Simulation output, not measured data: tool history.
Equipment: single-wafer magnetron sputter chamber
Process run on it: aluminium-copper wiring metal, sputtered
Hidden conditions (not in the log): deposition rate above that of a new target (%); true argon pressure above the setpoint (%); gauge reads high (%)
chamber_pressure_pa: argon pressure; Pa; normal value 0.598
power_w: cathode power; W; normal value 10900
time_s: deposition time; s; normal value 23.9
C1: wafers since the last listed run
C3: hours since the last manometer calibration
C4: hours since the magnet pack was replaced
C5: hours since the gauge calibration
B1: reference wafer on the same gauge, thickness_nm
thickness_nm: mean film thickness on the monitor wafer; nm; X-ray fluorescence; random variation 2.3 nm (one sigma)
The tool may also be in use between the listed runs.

Run 1, hour 0.0: usual settings; C1 0; wafers on the sputter target 2164; C3 1390.2; C4 5797.8; C5 601.1; B1 472.096. Result: thickness_nm 407.349 nm.
At hour 18.0: gauge calibrated.
Run 2, hour 60.0: usual settings; C1 1610; wafers on the sputter target 3775; C3 1450.2; C4 5857.8; C5 42.0; B1 472.225. Result: thickness_nm 403.717 nm.
At hour 154.4: sputter target and shields replaced.
Run 3, hour 162.3: usual settings; C1 2531; wafers on the sputter target 212; C3 1552.5; C4 5960.1; C5 144.3; B1 472.065. Result: thickness_nm 408.073 nm.
Run 4, hour 199.3: usual settings; C1 993; wafers on the sputter target 1205; C3 1589.5; C4 5997.1; C5 181.3; B1 471.688. Result: thickness_nm 411.134 nm.
Run 5, hour 263.4: usual settings; C1 1720; wafers on the sputter target 2926; C3 1653.6; C4 6061.2; C5 245.4; B1 471.285. Result: thickness_nm 402.080 nm.
At hour 349.2: capacitance manometer re-zeroed and calibrated.
At hour 362.7: sputter target and shields replaced.
Run 6, hour 366.5: usual settings; C1 2337; wafers on the sputter target 102; C3 17.3; C4 6164.3; C5 348.5; B1 472.475. Result: thickness_nm 411.059 nm.
Run 7, hour 424.5: usual settings but time_s 22.3 s; C1 1556; wafers on the sputter target 1658; C3 75.3; C4 6222.3; C5 406.5; B1 471.472. Result: thickness_nm 380.750 nm.
Run 8, hour 517.6: usual settings but time_s 22.3 s; C1 2498; wafers on the sputter target 4157; C3 168.4; C4 6315.4; C5 499.6; B1 471.861. Result: thickness_nm 373.621 nm.
At hour 558.9: sputter target and shields replaced.
Run 9, hour 601.3: usual settings but chamber_pressure_pa 0.751 Pa, power_w 12600 W, time_s 27.7 s; C1 2031; wafers on the sputter target 1137; C3 252.1; C4 6399.1; C5 583.3; B1 472.202. Result: thickness_nm 482.746 nm.
At hour 617.2: magnet pack replaced.
Run 10, hour 705.5: usual settings but chamber_pressure_pa 0.533 Pa, power_w 12100 W, time_s 28.5 s; C1 2582; wafers on the sputter target 3719; C3 356.3; C4 88.3; C5 687.5; B1 472.025. Result: thickness_nm 542.482 nm.
At hour 717.7: gauge calibrated.
At hour 768.9: sputter target and shields replaced.
Run 11, hour 779.0: usual settings; C1 1758; wafers on the sputter target 271; C3 429.8; C4 161.8; C5 61.3; B1 472.585. Result: thickness_nm 409.839 nm.
Run 12, hour 832.4: usual settings but chamber_pressure_pa 0.531 Pa; C1 1433; wafers on the sputter target 1704; C3 483.2; C4 215.2; C5 114.7; B1 472.209. Result: thickness_nm 428.571 nm.
Run 13, hour 879.2: usual settings but power_w 13550 W; C1 1256; wafers on the sputter target 2960; C3 530.0; C4 262.0; C5 161.5; B1 472.458. Result: thickness_nm 484.050 nm.
Run 14, hour 947.0: usual settings but chamber_pressure_pa 0.385 Pa; C1 1819; wafers on the sputter target 4780; C3 597.8; C4 329.8; C5 229.3; B1 472.132. Result: thickness_nm 455.828 nm.
At hour 971.6: sputter target and shields replaced.
Run 15, hour 993.6: usual settings; C1 1036; wafers on the sputter target 590; C3 644.4; C4 376.4; C5 275.9; B1 472.102. Result: thickness_nm 411.005 nm.
Run 16, hour 1043.8: usual settings but power_w 12350 W; C1 1347; wafers on the sputter target 1937; C3 694.6; C4 426.6; C5 326.1; B1 472.077. Result: thickness_nm 452.079 nm.
Run 17, hour 1087.9: usual settings; C1 1183; wafers on the sputter target 3121; C3 738.7; C4 470.7; C5 370.2; B1 472.390. Result: thickness_nm 404.709 nm.

Results for each run, recomputed without the tool's hidden state and with each run's random variation untouched:
run  thickness_nm
  1       411.028
  2       413.173
  3       409.436
  4       413.358
  5       408.509
  6       413.149
  7       384.229
  8       385.267
  9       487.529
 10       559.535
 11       410.810
 12       431.371
 13       491.436
 14       472.631
 15       412.823
 16       456.353
 17       412.164

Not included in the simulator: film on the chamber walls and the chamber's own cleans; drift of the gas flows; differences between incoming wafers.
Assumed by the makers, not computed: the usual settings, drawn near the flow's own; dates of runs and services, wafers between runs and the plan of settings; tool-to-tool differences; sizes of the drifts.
